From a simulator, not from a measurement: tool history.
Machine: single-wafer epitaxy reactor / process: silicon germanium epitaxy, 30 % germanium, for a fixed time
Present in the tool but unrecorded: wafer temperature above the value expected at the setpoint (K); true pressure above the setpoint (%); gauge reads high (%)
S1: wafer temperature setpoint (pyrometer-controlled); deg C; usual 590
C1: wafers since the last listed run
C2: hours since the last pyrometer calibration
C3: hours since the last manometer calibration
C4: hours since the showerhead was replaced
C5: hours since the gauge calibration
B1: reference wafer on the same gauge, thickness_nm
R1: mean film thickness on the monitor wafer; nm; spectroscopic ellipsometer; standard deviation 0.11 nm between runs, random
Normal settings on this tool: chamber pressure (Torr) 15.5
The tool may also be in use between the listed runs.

{"run": 1, "hour": 0.0, "S1": 599, "chamber pressure (Torr)": 15.5, "C1": 0, "C2": 1013.0, "C3": 994.0, "C4": 4890.3, "C5": 1422.5, "B1": 43.141, "R1": 47.267}
{"run": 2, "hour": 27.5, "S1": 599, "chamber pressure (Torr)": 15.5, "C1": 321, "C2": 1040.5, "C3": 1021.5, "C4": 4917.8, "C5": 1450.0, "B1": 43.188, "R1": 47.295}
{"run": 3, "hour": 83.0, "S1": 599, "chamber pressure (Torr)": 15.5, "C1": 648, "C2": 1096.0, "C3": 1077.0, "C4": 4973.3, "C5": 1505.5, "B1": 43.209, "R1": 47.442}
{"run": 4, "hour": 124.4, "S1": 595, "chamber pressure (Torr)": 16.5, "C1": 483, "C2": 1137.4, "C3": 1118.4, "C4": 5014.7, "C5": 1546.9, "B1": 43.16, "R1": 45.209}
{"run": 5, "hour": 187.2, "S1": 595, "chamber pressure (Torr)": 16.5, "C1": 733, "C2": 1200.2, "C3": 1181.2, "C4": 5077.5, "C5": 1609.7, "B1": 43.231, "R1": 45.176}
{"run": 6, "hour": 241.9, "S1": 595, "chamber pressure (Torr)": 16.5, "C1": 639, "C2": 1254.9, "C3": 1235.9, "C4": 5132.2, "C5": 1664.4, "B1": 43.202, "R1": 45.448}
{"run": 7, "hour": 388.0, "S1": 590, "chamber pressure (Torr)": 15.5, "C1": 1707, "C2": 1401.0, "C3": 1382.0, "C4": 5278.3, "C5": 1810.5, "B1": 43.207, "R1": 40.935}
{"run": 8, "hour": 432.4, "S1": 590, "chamber pressure (Torr)": 15.5, "C1": 518, "C2": 1445.4, "C3": 1426.4, "C4": 5322.7, "C5": 1854.9, "B1": 43.186, "R1": 40.867}
{"run": 9, "hour": 494.6, "S1": 580, "chamber pressure (Torr)": 15.5, "C1": 726, "C2": 1507.6, "C3": 1488.6, "C4": 5384.9, "C5": 1917.1, "B1": 43.216, "R1": 34.665}
{"run": 10, "hour": 530.1, "S1": 590, "chamber pressure (Torr)": 15.5, "C1": 414, "C2": 1543.1, "C3": 1524.1, "C4": 5420.4, "C5": 1952.6, "B1": 43.167, "R1": 40.915}
{"run": 11, "hour": 555.1, "S1": 590, "chamber pressure (Torr)": 15.5, "C1": 292, "C2": 1568.1, "C3": 1549.1, "C4": 5445.4, "C5": 1977.6, "B1": 43.187, "R1": 40.996}
{"run": 12, "hour": 586.8, "S1": 590, "chamber pressure (Torr)": 15.5, "C1": 370, "C2": 1599.8, "C3": 1580.8, "C4": 5477.1, "C5": 2009.3, "B1": 43.225, "R1": 41.19}
{"run": 13, "hour": 628.2, "S1": 590, "chamber pressure (Torr)": 15.5, "C1": 483, "C2": 1641.2, "C3": 1622.2, "C4": 5518.5, "C5": 2050.7, "B1": 43.2, "R1": 40.932}
{"run": 14, "hour": 695.5, "S1": 590, "chamber pressure (Torr)": 15.5, "C1": 786, "C2": 1708.5, "C3": 1689.5, "C4": 5585.8, "C5": 2118.0, "B1": 43.173, "R1": 40.96}
{"run": 15, "hour": 767.5, "S1": 590, "chamber pressure (Torr)": 15.5, "C1": 841, "C2": 1780.5, "C3": 1761.5, "C4": 5657.8, "C5": 2190.0, "B1": 43.178, "R1": 41.04}
{"run": 16, "hour": 813.4, "S1": 590, "chamber pressure (Torr)": 15.5, "C1": 536, "C2": 1826.4, "C3": 1807.4, "C4": 5703.7, "C5": 2235.9, "B1": 43.222, "R1": 41.109}
{"run": 17, "hour": 871.6, "S1": 597, "chamber pressure (Torr)": 15.5, "C1": 680, "C2": 1884.6, "C3": 1865.6, "C4": 5761.9, "C5": 2294.1, "B1": 43.195, "R1": 46.158}
{"run": 18, "hour": 937.1, "S1": 590, "chamber pressure (Torr)": 15.5, "C1": 765, "C2": 1950.1, "C3": 1931.1, "C4": 5827.4, "C5": 2359.6, "B1": 43.168, "R1": 41.091}
{"run": 19, "hour": 999.3, "S1": 579, "chamber pressure (Torr)": 13.3, "C1": 726, "C2": 2012.3, "C3": 1993.3, "C4": 5889.6, "C5": 2421.8, "B1": 43.183, "R1": 32.937}
{"hour": 1002.8, "done": "gauge calibrated"}
{"run": 20, "hour": 1028.2, "S1": 596, "chamber pressure (Torr)": 13.5, "C1": 337, "C2": 2041.2, "C3": 2022.2, "C4": 5918.5, "C5": 25.4, "B1": 43.232, "R1": 43.893}
{"hour": 1044.4, "done": "pyrometer calibrated"}
{"run": 21, "hour": 1064.9, "S1": 584, "chamber pressure (Torr)": 16.8, "C1": 335, "C2": 20.5, "C3": 2058.9, "C4": 5955.2, "C5": 62.1, "B1": 43.204, "R1": 39.511}
{"run": 22, "hour": 1116.6, "S1": 586, "chamber pressure (Torr)": 18.2, "C1": 604, "C2": 72.2, "C3": 2110.6, "C4": 6006.9, "C5": 113.8, "B1": 43.18, "R1": 41.385}
{"hour": 1189.2, "done": "showerhead replaced"}
{"run": 23, "hour": 1189.7, "S1": 583, "chamber pressure (Torr)": 18.6, "C1": 760, "C2": 145.3, "C3": 2183.7, "C4": 0.5, "C5": 186.9, "B1": 43.236, "R1": 39.641}
{"run": 24, "hour": 1236.3, "S1": 576, "chamber pressure (Torr)": 15.5, "C1": 544, "C2": 191.9, "C3": 2230.3, "C4": 47.1, "C5": 233.5, "B1": 43.216, "R1": 33.268}
{"hour": 1256.0, "done": "capacitance manometer re-zeroed and calibrated"}
{"run": 25, "hour": 1304.0, "S1": 590, "chamber pressure (Torr)": 15.5, "C1": 697, "C2": 259.6, "C3": 48.0, "C4": 114.8, "C5": 301.2, "B1": 43.227, "R1": 41.439}
{"run": 26, "hour": 1362.2, "S1": 590, "chamber pressure (Torr)": 15.5, "C1": 680, "C2": 317.8, "C3": 106.2, "C4": 173.0, "C5": 359.4, "B1": 43.176, "R1": 41.407}
{"run": 27, "hour": 1389.7, "S1": 599, "chamber pressure (Torr)": 17.1, "C1": 321, "C2": 345.3, "C3": 133.7, "C4": 200.5, "C5": 386.9, "B1": 43.173, "R1": 48.987}
{"run": 28, "hour": 1456.7, "S1": 597, "chamber pressure (Torr)": 19.1, "C1": 782, "C2": 412.3, "C3": 200.7, "C4": 267.5, "C5": 453.9, "B1": 43.214, "R1": 49.08}
{"run": 29, "hour": 1510.9, "S1": 584, "chamber pressure (Torr)": 18.9, "C1": 633, "C2": 466.5, "C3": 254.9, "C4": 321.7, "C5": 508.1, "B1": 43.232, "R1": 39.541}
{"run": 30, "hour": 1560.0, "S1": 590, "chamber pressure (Torr)": 15.5, "C1": 573, "C2": 515.6, "C3": 304.0, "C4": 370.8, "C5": 557.2, "B1": 43.147, "R1": 41.394}
{"run": 31, "hour": 1608.2, "S1": 590, "chamber pressure (Torr)": 17.6, "C1": 563, "C2": 563.8, "C3": 352.2, "C4": 419.0, "C5": 605.4, "B1": 43.252, "R1": 42.629}
{"run": 32, "hour": 1678.7, "S1": 580, "chamber pressure (Torr)": 17.6, "C1": 823, "C2": 634.3, "C3": 422.7, "C4": 489.5, "C5": 675.9, "B1": 43.195, "R1": 35.967}
{"run": 33, "hour": 1749.9, "S1": 590, "chamber pressure (Torr)": 15.5, "C1": 832, "C2": 705.5, "C3": 493.9, "C4": 560.7, "C5": 747.1, "B1": 43.216, "R1": 41.016}
{"run": 34, "hour": 1800.2, "S1": 599, "chamber pressure (Torr)": 17.1, "C1": 587, "C2": 755.8, "C3": 544.2, "C4": 611.0, "C5": 797.4, "B1": 43.141, "R1": 48.884}
{"run": 35, "hour": 1828.5, "S1": 602, "chamber pressure (Torr)": 13.1, "C1": 330, "C2": 784.1, "C3": 572.5, "C4": 639.3, "C5": 825.7, "B1": 43.2, "R1": 48.059}
{"run": 36, "hour": 1882.1, "S1": 590, "chamber pressure (Torr)": 13.3, "C1": 626, "C2": 837.7, "C3": 626.1, "C4": 692.9, "C5": 879.3, "B1": 43.201, "R1": 39.489}

What was the tool's hidden state at every run in the log?
gauge reads high (%): 0, the same for each run
H1: wafer temperature above the value expected at the setpoint (K)
H2: true pressure above the setpoint (%)
run=1 H1=-1.87 H2=1.73
run=2 H1=-1.89 H2=1.8
run=3 H1=-1.92 H2=1.96
run=4 H1=-1.95 H2=2.09
run=5 H1=-1.98 H2=2.29
run=6 H1=-2.01 H2=2.47
run=7 H1=-2.07 H2=3
run=8 H1=-2.08 H2=3.17
run=9 H1=-2.1 H2=3.42
run=10 H1=-2.11 H2=3.57
run=11 H1=-2.12 H2=3.67
run=12 H1=-2.13 H2=3.81
run=13 H1=-2.14 H2=3.99
run=14 H1=-2.16 H2=4.3
run=15 H1=-2.17 H2=4.64
run=16 H1=-2.18 H2=4.87
run=17 H1=-2.19 H2=5.17
run=18 H1=-2.2 H2=5.51
run=19 H1=-2.21 H2=5.84
run=20 H1=-2.22 H2=6.01
run=21 H1=-0.306 H2=6.21
run=22 H1=-0.465 H2=6.51
run=23 H1=-0.669 H2=6.94
run=24 H1=-0.788 H2=7.23
run=25 H1=-0.945 H2=1.16
run=26 H1=-1.07 H2=1.18
run=27 H1=-1.12 H2=1.18
run=28 H1=-1.24 H2=1.22
run=29 H1=-1.33 H2=1.25
run=30 H1=-1.41 H2=1.29
run=31 H1=-1.48 H2=1.33
run=32 H1=-1.57 H2=1.41
run=33 H1=-1.65 H2=1.5
run=34 H1=-1.71 H2=1.57
run=35 H1=-1.74 H2=1.61
run=36 H1=-1.79 H2=1.7

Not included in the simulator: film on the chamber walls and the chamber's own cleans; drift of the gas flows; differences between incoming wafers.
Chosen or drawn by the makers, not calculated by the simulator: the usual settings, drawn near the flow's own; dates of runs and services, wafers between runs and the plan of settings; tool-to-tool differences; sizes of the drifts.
